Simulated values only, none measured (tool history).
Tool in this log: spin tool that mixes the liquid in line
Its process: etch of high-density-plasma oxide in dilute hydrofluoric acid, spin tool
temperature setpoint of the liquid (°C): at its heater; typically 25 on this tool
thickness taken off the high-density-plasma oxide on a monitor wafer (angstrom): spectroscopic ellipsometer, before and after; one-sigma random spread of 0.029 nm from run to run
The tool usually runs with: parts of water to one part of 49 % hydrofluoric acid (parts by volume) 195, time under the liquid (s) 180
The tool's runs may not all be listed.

run     day  temperature setpoint of the liquid (°C)  parts of water to one part of 49 % hydrofluoric acid (parts by volume)  time under the liquid (s)  wafers since the last listed run  hours since the thermometer was replaced  hours since the hydrofluoric acid flow meter was replaced  hours since the gauge calibration  read-back film thickness of the high-density-plasma oxide reference wafer, read on the same gauge (nm)  thickness taken off the high-density-plasma oxide on a monitor wafer (angstrom)
  1       0                                       25                                                                     195                        180                                 0                                    1274.1                                                       94.2                              407.5                                                                                                  89.999                                                                            47.56
  2   3.462                                       25                                                                     195                        180                               456                                    1357.2                                                      177.3                              490.6                                                                                                  89.958                                                                             47.6
  3   7.458                                       25                                                                     195                        180                               526                                    1453.1                                                      273.2                              586.5                                                                                                  89.966                                                                            48.18
  4  11.812                                       25                                                                     195                        180                               573                                    1557.6                                                      377.7                                691                                                                                                  89.945                                                                            48.02
     20.162  -- hydrofluoric acid flow meter replaced
  5  21.592                                       25                                                                     220                        180                              1282                                    1792.3                                                       34.3                              925.7                                                                                                  89.974                                                                            41.87
  6  25.883                                       25                                                                     195                        180                               565                                    1895.3                                                      137.3                             1028.7                                                                                                  89.998                                                                            48.74
  7  29.896                                       25                                                                     195                        180                               528                                    1991.6                                                      233.6                               1125                                                                                                  89.987                                                                            48.94
  8  31.912                                       25                                                                     260                        180                               265                                      2040                                                        282                             1173.4                                                                                                  90.023                                                                            33.83
  9  34.196                                       25                                                                     260                        180                               300                                    2094.8                                                      336.8                             1228.2                                                                                                  90.014                                                                            34.39
 10  38.212                                       29                                                                     165                        180                               528                                    2191.2                                                      433.2                             1324.6                                                                                                  90.018                                                                            70.06
 11  40.675                                       29                                                                     130                        180                               324                                    2250.3                                                      492.3                             1383.7                                                                                                  90.013                                                                            92.96
     42.325  -- gauge calibrated
     44.112  -- thermometer replaced
 12  44.158                                     27.5                                                                     195                         75                               453                                       1.1                                                      575.9                                 44                                                                                                  89.963                                                                             20.6
 13  45.733                                       25                                                                     195                        265                               207                                      38.9                                                      613.7                               81.8                                                                                                  90.012                                                                            66.94
 14    47.3                                       25                                                                     195                        180                               206                                      76.5                                                      651.3                              119.4                                                                                                  90.017                                                                            45.25
     48.275  -- hydrofluoric acid flow meter replaced
 15  49.617                                       25                                                                     220                        180                               299                                     132.1                                                       32.2                                175                                                                                                  89.959                                                                            38.56
 16  52.704                                       25                                                                     195                        180                               406                                     206.2                                                      106.3                              249.1                                                                                                  90.006                                                                             45.8
 17  57.054                                       25                                                                     225                        180                               572                                     310.6                                                      210.7                              353.5                                                                                                  90.012                                                                            38.25
 18  58.796                                     22.5                                                                      95                        180                               229                                     352.4                                                      252.5                              395.3                                                                                                  90.021                                                                            95.46
 19  61.325                                       27                                                                     105                        180                               333                                     413.1                                                      313.2                                456                                                                                                  89.959                                                                           101.61

Predict each of these 3 candidate next runs independently; none follows another, all start after run 19:
  A  61.346                                       25                                                                     195                        180                                 2                                     413.6                                                      313.7                              456.5                                                                                                       ?                                                                                ?
  B  61.346                                       25                                                                     195                         90                                 2                                     413.6                                                      313.7                              456.5                                                                                                       ?                                                                                ?
  C  61.346                                       25                                                                     195                        260                                 2                                     413.6                                                      313.7                              456.5                                                                                                       ?                                                                                ?

run  read-back film thickness of the high-density-plasma oxide reference wafer, read on the same gauge (nm)  thickness taken off the high-density-plasma oxide on a monitor wafer (angstrom)
  A                                                                                                  90.013                                                                             46.3
  B                                                                                                  90.013                                                                            23.15
  C                                                                                                  90.013                                                                            66.88
With no hidden state in the tool, these same runs would have given:
run  thickness taken off the high-density-plasma oxide on a monitor wafer (angstrom)
  A                                                                            44.94
  B                                                                            22.47
  C                                                                            64.91
